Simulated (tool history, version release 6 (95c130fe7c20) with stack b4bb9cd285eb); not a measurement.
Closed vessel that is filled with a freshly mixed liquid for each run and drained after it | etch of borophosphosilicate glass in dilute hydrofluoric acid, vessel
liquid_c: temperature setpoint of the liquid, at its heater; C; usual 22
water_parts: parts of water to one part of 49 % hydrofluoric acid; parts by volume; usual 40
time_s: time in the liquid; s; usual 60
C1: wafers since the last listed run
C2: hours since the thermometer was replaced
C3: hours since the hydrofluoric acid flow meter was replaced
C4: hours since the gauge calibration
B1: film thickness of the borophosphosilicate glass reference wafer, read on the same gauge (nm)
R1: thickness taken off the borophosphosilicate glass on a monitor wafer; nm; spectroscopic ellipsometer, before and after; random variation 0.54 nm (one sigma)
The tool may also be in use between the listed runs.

Run 1, hour 0: usual settings but time_s 40 s; C1 0; C2 2327.7; C3 1200.5; C4 2314.7; B1 72.2. Result: R1 49.98 nm.
Run 2, hour 63.6: usual settings but water_parts 50 parts by volume; C1 7245; C2 2391.3; C3 1264.1; C4 2378.3; B1 72.18. Result: R1 59.37 nm.
Run 3, hour 140.5: usual settings but water_parts 50 parts by volume; C1 8760; C2 2468.2; C3 1341; C4 2455.2; B1 72.21. Result: R1 58.92 nm.
Run 4, hour 204.1: usual settings; C1 7245; C2 2531.8; C3 1404.6; C4 2518.8; B1 72.25. Result: R1 74.33 nm.
Run 5, hour 280.5: usual settings; C1 8703; C2 2608.2; C3 1481; C4 2595.2; B1 72.23. Result: R1 74.86 nm.
Run 6, hour 340.1: usual settings but water_parts 30 parts by volume, time_s 85 s; C1 6789; C2 2667.8; C3 1540.6; C4 2654.8; B1 72.27. Result: R1 143.36 nm.
At hour 352.9: thermometer replaced.
Run 7, hour 394.4: usual settings but water_parts 30 parts by volume, time_s 85 s; C1 6072; C2 41.5; C3 1594.9; C4 2709.1; B1 72.22. Result: R1 143.62 nm.
Run 8, hour 486.7: usual settings but water_parts 30 parts by volume, time_s 85 s; C1 10515; C2 133.8; C3 1687.2; C4 2801.4; B1 72.27. Result: R1 143.72 nm.
Run 9, hour 566.5: usual settings; C1 9091; C2 213.6; C3 1767; C4 2881.2; B1 72.3. Result: R1 74.91 nm.
Run 10, hour 602.9: usual settings; C1 4146; C2 250; C3 1803.4; C4 2917.6; B1 72.27. Result: R1 76.31 nm.
Run 11, hour 679.5: usual settings; C1 8726; C2 326.6; C3 1880; C4 2994.2; B1 72.33. Result: R1 73.97 nm.
Run 12, hour 751.5: usual settings but time_s 90 s; C1 8202; C2 398.6; C3 1952; C4 3066.2; B1 72.33. Result: R1 112.62 nm.
Run 13, hour 788.3: usual settings but liquid_c 20.5 C, water_parts 50 parts by volume, time_s 35 s; C1 4192; C2 435.4; C3 1988.8; C4 3103; B1 72.28. Result: R1 32 nm.
Run 14, hour 873.3: usual settings but liquid_c 24.5 C, time_s 30 s; C1 9683; C2 520.4; C3 2073.8; C4 3188; B1 72.29. Result: R1 41.6 nm.
Run 15, hour 967.7: usual settings but liquid_c 26.5 C, time_s 75 s; C1 10754; C2 614.8; C3 2168.2; C4 3282.4; B1 72.34. Result: R1 113.53 nm.
Run 16, hour 1025.8: usual settings; C1 6619; C2 672.9; C3 2226.3; C4 3340.5; B1 72.35. Result: R1 74.44 nm.
Run 17, hour 1081.2: usual settings but liquid_c 20.5 C, water_parts 30 parts by volume, time_s 35 s; C1 6311; C2 728.3; C3 2281.7; C4 3395.9; B1 72.36. Result: R1 55.35 nm.
At hour 1116.5: gauge calibrated.
Run 18, hour 1149.7: usual settings but water_parts 55 parts by volume, time_s 90 s; C1 7803; C2 796.8; C3 2350.2; C4 33.2; B1 70. Result: R1 77.28 nm.
At hour 1220.5: hydrofluoric acid flow meter replaced.
Run 19, hour 1226.9: usual settings; C1 8681; C2 874; C3 6.4; C4 110.4; B1 70.17. Result: R1 73.15 nm.
Run 20, hour 1309.6: usual settings but liquid_c 19 C; C1 9421; C2 956.7; C3 89.1; C4 193.1; B1 70.33. Result: R1 64.52 nm.
Run 21, hour 1396.6: usual settings but liquid_c 20 C, water_parts 30 parts by volume; C1 9911; C2 1043.7; C3 176.1; C4 280.1; B1 70.46. Result: R1 91.16 nm.
Run 22, hour 1471.1: usual settings but liquid_c 25.5 C, water_parts 50 parts by volume, time_s 80 s; C1 8487; C2 1118.2; C3 250.6; C4 354.6; B1 70.59. Result: R1 87.97 nm.
Run 23, hour 1575.4: usual settings; C1 11882; C2 1222.5; C3 354.9; C4 458.9; B1 70.76. Result: R1 72.46 nm.
Run 24, hour 1658.9: usual settings but water_parts 45 parts by volume; C1 9512; C2 1306; C3 438.4; C4 542.4; B1 70.93. Result: R1 64.86 nm.
Run 25, hour 1747.8: usual settings but water_parts 60 parts by volume, time_s 30 s; C1 10127; C2 1394.9; C3 527.3; C4 631.3; B1 71.02. Result: R1 23.9 nm.
Run 26, hour 1858.8: usual settings but time_s 70 s; C1 12645; C2 1505.9; C3 638.3; C4 742.3; B1 71.17. Result: R1 86.66 nm.
Run 27, hour 1914.2: usual settings but water_parts 25 parts by volume, time_s 90 s; C1 6311; C2 1561.3; C3 693.7; C4 797.7; B1 71.21. Result: R1 179.3 nm.
Run 28, hour 1974.2: usual settings but liquid_c 25.5 C; C1 6835; C2 1621.3; C3 753.7; C4 857.7; B1 71.24. Result: R1 84.15 nm.
Run 29, hour 2018.7: usual settings; C1 5069; C2 1665.8; C3 798.2; C4 902.2; B1 71.28. Result: R1 73.85 nm.
Run 30, hour 2055.3: usual settings but water_parts 25 parts by volume; C1 4169; C2 1702.4; C3 834.8; C4 938.8; B1 71.35. Result: R1 120.02 nm.
Run 31, hour 2171.2: usual settings but liquid_c 18.5 C; C1 13203; C2 1818.3; C3 950.7; C4 1054.7; B1 71.42. Result: R1 63.6 nm.
Run 32, hour 2232.9: usual settings but liquid_c 26.5 C, water_parts 35 parts by volume, time_s 35 s; C1 7029; C2 1880; C3 1012.4; C4 1116.4; B1 71.49. Result: R1 60.89 nm.

How the hidden state differs across the entries between the runs, from the last listed run before each to the first after it:
Between runs 6 and 7: thermometer replaced (hour 352.9)
  gauge reads high (%): 3.22 -> 3.23
  measured less the result without the state, R1: +4.48 -> +4.5 nm
Between runs 17 and 18: gauge calibrated (hour 1116.5)
  gauge reads high (%): 3.34 -> 0.00841
  measured less the result without the state, R1: +1.79 -> +0.01 nm
Between runs 18 and 19: hydrofluoric acid flow meter replaced (hour 1220.5)
  gauge reads high (%): 0.00841 -> 0.246
  measured less the result without the state, R1: +0.01 -> +0.18 nm
